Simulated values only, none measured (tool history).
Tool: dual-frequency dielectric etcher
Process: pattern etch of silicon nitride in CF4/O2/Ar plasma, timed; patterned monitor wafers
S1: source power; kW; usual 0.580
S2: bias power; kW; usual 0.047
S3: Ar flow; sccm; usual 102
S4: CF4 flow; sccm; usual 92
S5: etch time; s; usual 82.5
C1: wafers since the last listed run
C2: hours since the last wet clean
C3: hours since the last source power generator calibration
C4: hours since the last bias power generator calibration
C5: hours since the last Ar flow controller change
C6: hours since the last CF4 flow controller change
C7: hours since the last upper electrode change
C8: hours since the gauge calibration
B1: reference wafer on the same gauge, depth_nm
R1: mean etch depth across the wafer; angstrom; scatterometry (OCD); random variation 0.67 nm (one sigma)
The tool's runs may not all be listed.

{"run": 1, "hour": 0.0, "S1": 0.58, "S2": 0.047, "S3": 102, "S4": 92, "S5": 82.5, "C1": 0, "C2": 373.7, "C3": 4759.1, "C4": 1209.7, "C5": 2245.6, "C6": 3849.5, "C7": 2774.6, "C8": 309.7, "B1": 179.8, "R1": 1634}
{"run": 2, "hour": 21.5, "S1": 0.58, "S2": 0.047, "S3": 102, "S4": 92, "S5": 82.5, "C1": 214, "C2": 395.2, "C3": 4780.6, "C4": 1231.2, "C5": 2267.1, "C6": 3871.0, "C7": 2796.1, "C8": 331.2, "B1": 179.8, "R1": 1641}
{"run": 3, "hour": 81.0, "S1": 0.5, "S2": 0.047, "S3": 102, "S4": 92, "S5": 82.5, "C1": 592, "C2": 454.7, "C3": 4840.1, "C4": 1290.7, "C5": 2326.6, "C6": 3930.5, "C7": 2855.6, "C8": 390.7, "B1": 180.2, "R1": 1491}
{"run": 4, "hour": 111.0, "S1": 0.5, "S2": 0.047, "S3": 102, "S4": 92, "S5": 82.5, "C1": 298, "C2": 484.7, "C3": 4870.1, "C4": 1320.7, "C5": 2356.6, "C6": 3960.5, "C7": 2885.6, "C8": 420.7, "B1": 180.1, "R1": 1494}
{"hour": 127.8, "done": "source power generator calibrated"}
{"hour": 155.2, "done": "upper electrode replaced, of another model than before"}
{"run": 5, "hour": 155.7, "S1": 0.58, "S2": 0.047, "S3": 102, "S4": 92, "S5": 82.5, "C1": 166, "C2": 529.4, "C3": 27.9, "C4": 1365.4, "C5": 2401.3, "C6": 4005.2, "C7": 0.5, "C8": 465.4, "B1": 179.9, "R1": 1626}
{"run": 6, "hour": 157.7, "S1": 0.58, "S2": 0.047, "S3": 102, "S4": 92, "S5": 82.5, "C1": 19, "C2": 531.4, "C3": 29.9, "C4": 1367.4, "C5": 2403.3, "C6": 4007.2, "C7": 2.5, "C8": 467.4, "B1": 179.6, "R1": 1636}
{"hour": 172.4, "done": "gauge calibrated"}
{"hour": 177.4, "done": "Ar flow controller replaced"}
{"run": 7, "hour": 182.5, "S1": 0.58, "S2": 0.047, "S3": 102, "S4": 92, "S5": 82.5, "C1": 187, "C2": 556.2, "C3": 54.7, "C4": 1392.2, "C5": 5.1, "C6": 4032.0, "C7": 27.3, "C8": 10.1, "B1": 180.1, "R1": 1633}
{"hour": 215.2, "done": "wet clean of the chamber"}
{"run": 8, "hour": 215.7, "S1": 0.58, "S2": 0.047, "S3": 102, "S4": 79, "S5": 82.5, "C1": 91, "C2": 0.5, "C3": 87.9, "C4": 1425.4, "C5": 38.3, "C6": 4065.2, "C7": 60.5, "C8": 43.3, "B1": 180.1, "R1": 1626}
{"run": 9, "hour": 228.6, "S1": 0.48, "S2": 0.047, "S3": 102, "S4": 92, "S5": 82.5, "C1": 128, "C2": 13.4, "C3": 100.8, "C4": 1438.3, "C5": 51.2, "C6": 4078.1, "C7": 73.4, "C8": 56.2, "B1": 180.0, "R1": 1545}
{"hour": 237.5, "done": "CF4 flow controller replaced"}
{"run": 10, "hour": 290.2, "S1": 0.58, "S2": 0.047, "S3": 102, "S4": 92, "S5": 82.5, "C1": 554, "C2": 75.0, "C3": 162.4, "C4": 1499.9, "C5": 112.8, "C6": 52.7, "C7": 135.0, "C8": 117.8, "B1": 180.1, "R1": 1648}
{"run": 11, "hour": 305.2, "S1": 0.46, "S2": 0.047, "S3": 122, "S4": 92, "S5": 82.5, "C1": 149, "C2": 90.0, "C3": 177.4, "C4": 1514.9, "C5": 127.8, "C6": 67.7, "C7": 150.0, "C8": 132.8, "B1": 180.0, "R1": 1477}
{"run": 12, "hour": 327.2, "S1": 0.58, "S2": 0.047, "S3": 102, "S4": 92, "S5": 93.5, "C1": 219, "C2": 112.0, "C3": 199.4, "C4": 1536.9, "C5": 149.8, "C6": 89.7, "C7": 172.0, "C8": 154.8, "B1": 180.2, "R1": 1874}
{"run": 13, "hour": 351.4, "S1": 0.58, "S2": 0.047, "S3": 102, "S4": 104, "S5": 82.5, "C1": 241, "C2": 136.2, "C3": 223.6, "C4": 1561.1, "C5": 174.0, "C6": 113.9, "C7": 196.2, "C8": 179.0, "B1": 180.0, "R1": 1674}
{"hour": 360.9, "done": "bias power generator calibrated"}
{"run": 14, "hour": 381.4, "S1": 0.58, "S2": 0.047, "S3": 102, "S4": 92, "S5": 94.5, "C1": 259, "C2": 166.2, "C3": 253.6, "C4": 20.5, "C5": 204.0, "C6": 143.9, "C7": 226.2, "C8": 209.0, "B1": 179.8, "R1": 1893}
{"run": 15, "hour": 398.8, "S1": 0.58, "S2": 0.047, "S3": 102, "S4": 98, "S5": 64.5, "C1": 173, "C2": 183.6, "C3": 271.0, "C4": 37.9, "C5": 221.4, "C6": 161.3, "C7": 243.6, "C8": 226.4, "B1": 180.1, "R1": 1299}
{"run": 16, "hour": 420.8, "S1": 0.46, "S2": 0.047, "S3": 102, "S4": 98, "S5": 66.0, "C1": 219, "C2": 205.6, "C3": 293.0, "C4": 59.9, "C5": 243.4, "C6": 183.3, "C7": 265.6, "C8": 248.4, "B1": 179.9, "R1": 1214}
{"run": 17, "hour": 442.2, "S1": 0.46, "S2": 0.039, "S3": 124, "S4": 92, "S5": 82.5, "C1": 213, "C2": 227.0, "C3": 314.4, "C4": 81.3, "C5": 264.8, "C6": 204.7, "C7": 287.0, "C8": 269.8, "B1": 179.9, "R1": 1251}
{"run": 18, "hour": 457.1, "S1": 0.58, "S2": 0.047, "S3": 102, "S4": 92, "S5": 82.5, "C1": 148, "C2": 241.9, "C3": 329.3, "C4": 96.2, "C5": 279.7, "C6": 219.6, "C7": 301.9, "C8": 284.7, "B1": 180.1, "R1": 1648}
{"run": 19, "hour": 482.9, "S1": 0.58, "S2": 0.04, "S3": 102, "S4": 92, "S5": 82.5, "C1": 257, "C2": 267.7, "C3": 355.1, "C4": 122.0, "C5": 305.5, "C6": 245.4, "C7": 327.7, "C8": 310.5, "B1": 179.8, "R1": 1453}
{"run": 20, "hour": 494.9, "S1": 0.71, "S2": 0.037, "S3": 102, "S4": 92, "S5": 82.5, "C1": 119, "C2": 279.7, "C3": 367.1, "C4": 134.0, "C5": 317.5, "C6": 257.4, "C7": 339.7, "C8": 322.5, "B1": 180.2, "R1": 1469}
{"run": 21, "hour": 514.2, "S1": 0.58, "S2": 0.047, "S3": 80, "S4": 82, "S5": 95.5, "C1": 192, "C2": 299.0, "C3": 386.4, "C4": 153.3, "C5": 336.8, "C6": 276.7, "C7": 359.0, "C8": 341.8, "B1": 179.9, "R1": 1934}

4 ways to go on from here, each from the tool as it stands after run 21. What would each give?
{"run": "A", "hour": 514.6, "S1": 0.58, "S2": 0.047, "S3": 102, "S4": 92, "S5": 72.0, "C1": 3, "C2": 299.4, "C3": 386.8, "C4": 153.7, "C5": 337.2, "C6": 277.1, "C7": 359.4, "C8": 342.2, "B1": "?", "R1": "?"}
{"run": "B", "hour": 514.6, "S1": 0.51, "S2": 0.044, "S3": 87, "S4": 92, "S5": 58.5, "C1": 3, "C2": 299.4, "C3": 386.8, "C4": 153.7, "C5": 337.2, "C6": 277.1, "C7": 359.4, "C8": 342.2, "B1": "?", "R1": "?"}
{"run": "C", "hour": 514.6, "S1": 0.46, "S2": 0.047, "S3": 123, "S4": 92, "S5": 82.5, "C1": 3, "C2": 299.4, "C3": 386.8, "C4": 153.7, "C5": 337.2, "C6": 277.1, "C7": 359.4, "C8": 342.2, "B1": "?", "R1": "?"}
{"run": "D", "hour": 514.6, "S1": 0.69, "S2": 0.047, "S3": 115, "S4": 92, "S5": 102.0, "C1": 3, "C2": 299.4, "C3": 386.8, "C4": 153.7, "C5": 337.2, "C6": 277.1, "C7": 359.4, "C8": 342.2, "B1": "?", "R1": "?"}

run=A B1=180.1 R1=1434
run=B B1=180.1 R1=1076
run=C B1=180.1 R1=1468
run=D B1=180.1 R1=2151
Without the tool's hidden state the same runs would have given:
run=A R1=1451
run=B R1=1089
run=C R1=1485
run=D R1=2176
